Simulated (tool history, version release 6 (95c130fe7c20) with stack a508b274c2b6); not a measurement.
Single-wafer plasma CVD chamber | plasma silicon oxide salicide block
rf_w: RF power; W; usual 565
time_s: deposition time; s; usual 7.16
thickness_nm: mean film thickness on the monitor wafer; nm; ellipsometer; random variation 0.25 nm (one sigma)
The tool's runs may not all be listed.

| run | hour | rf_w | time_s | wafers since the last listed run | hours since the last RF generator calibration | hours since the showerhead was replaced | hours since the gauge calibration | read-back reference wafer on the same gauge, thickness_nm | thickness_nm |
|---|---|---|---|---|---|---|---|---|---|
| 1 | 0 | 565 | 7.16 | 0 | 1220.8 | 3753.9 | 241 | 59.07 | 73.069 |
| 2 | 8.2 | 565 | 7.16 | 164 | 1229 | 3762.1 | 249.2 | 59.092 | 73.054 |
| 3 | 23.9 | 490 | 7.55 | 315 | 1244.7 | 3777.8 | 264.9 | 59.104 | 73.925 |
| 4 | 37.1 | 565 | 7.16 | 265 | 1257.9 | 3791 | 278.1 | 59.032 | 72.913 |
| 5 | 47.3 | 565 | 7.16 | 205 | 1268.1 | 3801.2 | 288.3 | 59.088 | 73.24 |
| 6 | 58.6 | 565 | 7.16 | 227 | 1279.4 | 3812.5 | 299.6 | 59.134 | 73.398 |
| 7 | 65.3 | 565 | 7.16 | 134 | 1286.1 | 3819.2 | 306.3 | 59.021 | 73.556 |
| 8 | 73.1 | 565 | 7.16 | 156 | 1293.9 | 3827 | 314.1 | 59.059 | 73.306 |
| 9 | 90.8 | 600 | 7.88 | 355 | 1311.6 | 3844.7 | 331.8 | 59.082 | 81.865 |
| 10 | 108.4 | 565 | 7.16 | 353 | 1329.2 | 3862.3 | 349.4 | 59.051 | 72.887 |
| 11 | 118.6 | 655 | 7.16 | 205 | 1339.4 | 3872.5 | 359.6 | 59.021 | 76.655 |
| 12 | 129.9 | 655 | 7.16 | 227 | 1350.7 | 3883.8 | 370.9 | 59.074 | 76.634 |
| 13 | 145.3 | 565 | 7.58 | 309 | 1366.1 | 3899.2 | 386.3 | 59.119 | 77.389 |
| 14 | 159.9 | 565 | 7.58 | 293 | 1380.7 | 3913.8 | 400.9 | 59.184 | 77.464 |
| 15 | 174.8 | 565 | 7.16 | 299 | 1395.6 | 3928.7 | 415.8 | 59.141 | 73.476 |
|  | 188.7 | gauge calibrated |
| 16 | 210 | 565 | 7.16 | 707 | 1430.8 | 3963.9 | 21.3 | 59.196 | 73.14 |
| 17 | 224 | 565 | 7.16 | 281 | 1444.8 | 3977.9 | 35.3 | 59.094 | 73.144 |
| 18 | 230.7 | 630 | 7.16 | 134 | 1451.5 | 3984.6 | 42 | 59.201 | 75.877 |
| 19 | 248.1 | 630 | 7.16 | 349 | 1468.9 | 4002 | 59.4 | 59.07 | 75.791 |
|  | 259.4 | showerhead replaced |
| 20 | 259.9 | 540 | 7.16 | 76 | 1480.7 | 0.5 | 71.2 | 59.171 | 72.714 |
| 21 | 274.6 | 565 | 7.16 | 295 | 1495.4 | 15.2 | 85.9 | 59.064 | 73.325 |
| 22 | 288.8 | 520 | 7.95 | 285 | 1509.6 | 29.4 | 100.1 | 59.054 | 79.709 |
| 23 | 304.9 | 630 | 7.63 | 323 | 1525.7 | 45.5 | 116.2 | 59.215 | 80.912 |
| 24 | 320.5 | 565 | 7.16 | 313 | 1541.3 | 61.1 | 131.8 | 59.113 | 73.179 |
| 25 | 334.8 | 680 | 6.19 | 287 | 1555.6 | 75.4 | 146.1 | 59.044 | 66.989 |
|  | 350.9 | RF generator calibrated |
| 26 | 351.4 | 470 | 8.33 | 172 | 0.5 | 92 | 162.7 | 59.188 | 81.203 |
| 27 | 355.7 | 565 | 7.16 | 86 | 4.8 | 96.3 | 167 | 59.133 | 72.952 |
| 28 | 370 | 475 | 5.76 | 287 | 19.1 | 110.6 | 181.3 | 59.042 | 55.857 |
| 29 | 385.1 | 625 | 6.77 | 303 | 34.2 | 125.7 | 196.4 | 59.093 | 71.383 |
| 30 | 395.6 | 565 | 7.58 | 211 | 44.7 | 136.2 | 206.9 | 59.105 | 77.877 |
| 31 | 407.3 | 540 | 7.16 | 235 | 56.4 | 147.9 | 218.6 | 59.062 | 72.588 |
| 32 | 414.5 | 460 | 6.32 | 144 | 63.6 | 155.1 | 225.8 | 59.176 | 60.945 |
| 33 | 427.5 | 470 | 6.74 | 261 | 76.6 | 168.1 | 238.8 | 59.115 | 65.334 |
| 34 | 441.8 | 565 | 7.82 | 287 | 90.9 | 182.4 | 253.1 | 59.067 | 79.717 |
| 35 | 482.1 | 505 | 7.16 | 810 | 131.2 | 222.7 | 293.4 | 59.11 | 71.018 |
| 36 | 494.2 | 495 | 7.78 | 243 | 143.3 | 234.8 | 305.5 | 59.121 | 76.931 |
| 37 | 511.9 | 535 | 8.54 | 355 | 161 | 252.5 | 323.2 | 59.155 | 86.443 |
| 38 | 521 | 670 | 7.16 | 183 | 170.1 | 261.6 | 332.3 | 59.042 | 76.941 |
| 39 | 538.1 | 655 | 5.8 | 343 | 187.2 | 278.7 | 349.4 | 59.13 | 61.987 |
|  | 538.8 | gauge calibrated |
| 40 | 546.2 | 460 | 6.28 | 162 | 195.3 | 286.8 | 7.4 | 59.184 | 60.513 |
| 41 | 556.7 | 565 | 7.16 | 211 | 205.8 | 297.3 | 17.9 | 59.136 | 73.324 |
| 42 | 571.1 | 565 | 7.16 | 289 | 220.2 | 311.7 | 32.3 | 59.083 | 73.265 |

Forecast each of these 3 alternatives for the next run:
| A | 571.5 | 565 | 6.03 | 8 | 220.6 | 312.1 | 32.7 | ? | ? |
| B | 571.5 | 565 | 6.62 | 8 | 220.6 | 312.1 | 32.7 | ? | ? |
| C | 571.5 | 565 | 8.58 | 8 | 220.6 | 312.1 | 32.7 | ? | ? |

| run | read-back reference wafer on the same gauge, thickness_nm | thickness_nm |
|---|---|---|
| A | 59.105 | 61.997 |
| B | 59.105 | 68.063 |
| C | 59.105 | 88.215 |
Without the tool's hidden state the same runs would have given:
| run | thickness_nm |
|---|---|
| A | 61.997 |
| B | 68.063 |
| C | 88.215 |

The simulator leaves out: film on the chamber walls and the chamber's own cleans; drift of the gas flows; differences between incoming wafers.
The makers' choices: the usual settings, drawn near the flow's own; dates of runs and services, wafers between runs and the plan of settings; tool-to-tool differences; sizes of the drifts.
